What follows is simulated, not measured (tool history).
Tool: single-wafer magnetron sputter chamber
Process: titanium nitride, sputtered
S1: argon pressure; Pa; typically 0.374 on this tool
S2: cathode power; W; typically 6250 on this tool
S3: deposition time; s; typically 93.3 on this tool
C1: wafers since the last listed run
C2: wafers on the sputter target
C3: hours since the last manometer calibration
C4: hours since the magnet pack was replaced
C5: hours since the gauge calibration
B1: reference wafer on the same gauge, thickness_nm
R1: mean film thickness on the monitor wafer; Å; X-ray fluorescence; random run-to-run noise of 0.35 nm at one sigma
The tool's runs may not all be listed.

Run 1, hour 0.0: usual settings but S1 0.487 Pa; C1 0; C2 570; C3 1834.9; C4 10176.9; C5 289.7; B1 91.966. Result: R1 1079.35 Å.
Run 2, hour 25.3: usual settings but S1 0.487 Pa; C1 348; C2 918; C3 1860.2; C4 10202.2; C5 315.0; B1 92.046. Result: R1 1076.37 Å.
Run 3, hour 51.9: usual settings but S1 0.487 Pa; C1 366; C2 1285; C3 1886.8; C4 10228.8; C5 341.6; B1 92.068. Result: R1 1077.30 Å.
Run 4, hour 75.6: usual settings but S3 100.6 s; C1 326; C2 1611; C3 1910.5; C4 10252.5; C5 365.3; B1 92.060. Result: R1 1190.76 Å.
Run 5, hour 108.2: usual settings but S3 100.6 s; C1 448; C2 2060; C3 1943.1; C4 10285.1; C5 397.9; B1 91.953. Result: R1 1183.01 Å.
Run 6, hour 123.1: usual settings but S3 100.6 s; C1 205; C2 2265; C3 1958.0; C4 10300.0; C5 412.8; B1 92.050. Result: R1 1183.99 Å.
At hour 147.9: gauge calibrated.
At hour 154.8: capacitance manometer re-zeroed and calibrated.
Run 7, hour 158.6: usual settings; C1 378; C2 2643; C3 3.8; C4 10335.5; C5 10.7; B1 92.097. Result: R1 1075.08 Å.
At hour 179.8: sputter target and shields replaced.
Run 8, hour 180.9: usual settings; C1 196; C2 14; C3 26.1; C4 10357.8; C5 33.0; B1 92.031. Result: R1 1121.03 Å.
Run 9, hour 201.0: usual settings; C1 276; C2 291; C3 46.2; C4 10377.9; C5 53.1; B1 92.079. Result: R1 1119.63 Å.
Run 10, hour 228.9: usual settings but S1 0.243 Pa, S2 7600 W, S3 80.0 s; C1 384; C2 675; C3 74.1; C4 10405.8; C5 81.0; B1 92.002. Result: R1 1206.01 Å.
Run 11, hour 252.7: usual settings but S2 5650 W; C1 327; C2 1003; C3 97.9; C4 10429.6; C5 104.8; B1 92.035. Result: R1 1006.33 Å.
Run 12, hour 286.6: usual settings but S1 0.245 Pa; C1 466; C2 1469; C3 131.8; C4 10463.5; C5 138.7; B1 91.998. Result: R1 1145.07 Å.
At hour 300.6: magnet pack replaced.
Run 13, hour 311.3: usual settings but S1 0.485 Pa, S3 106.7 s; C1 229; C2 1699; C3 156.5; C4 10.7; C5 163.4; B1 92.049. Result: R1 1218.95 Å.
Run 14, hour 326.2: usual settings but S1 0.238 Pa, S2 7300 W; C1 205; C2 1904; C3 171.4; C4 25.6; C5 178.3; B1 92.034. Result: R1 1335.47 Å.
Run 15, hour 355.7: usual settings; C1 406; C2 2311; C3 200.9; C4 55.1; C5 207.8; B1 92.000. Result: R1 1087.37 Å.
Run 16, hour 369.4: usual settings; C1 188; C2 2499; C3 214.6; C4 68.8; C5 221.5; B1 91.968. Result: R1 1073.57 Å.
Run 17, hour 384.5: usual settings but S3 104.2 s; C1 207; C2 2707; C3 229.7; C4 83.9; C5 236.6; B1 92.006. Result: R1 1194.15 Å.
At hour 397.4: sputter target and shields replaced.
Run 18, hour 401.3: usual settings; C1 121; C2 53; C3 246.5; C4 100.7; C5 253.4; B1 91.964. Result: R1 1112.56 Å.

Each row is a separate what-if for the run after 18, all from the same tool condition, not one after another. Results?
Run A, hour 401.7: usual settings; C1 5; C2 59; C3 246.9; C4 101.1; C5 253.8; B1 ?. Result: R1 ?.
Run B, hour 401.7: usual settings but S2 7500 W, S3 80.5 s; C1 5; C2 59; C3 246.9; C4 101.1; C5 253.8; B1 ?. Result: R1 ?.
Run C, hour 401.7: usual settings but S1 0.459 Pa; C1 5; C2 59; C3 246.9; C4 101.1; C5 253.8; B1 ?. Result: R1 ?.

run      B1       R1
  A  92.008  1115.23
  B  92.008  1154.67
  C  92.008  1090.20
What these runs would have given with no unlogged condition in the tool:
run       R1
  A  1121.18
  B  1160.83
  C  1096.01
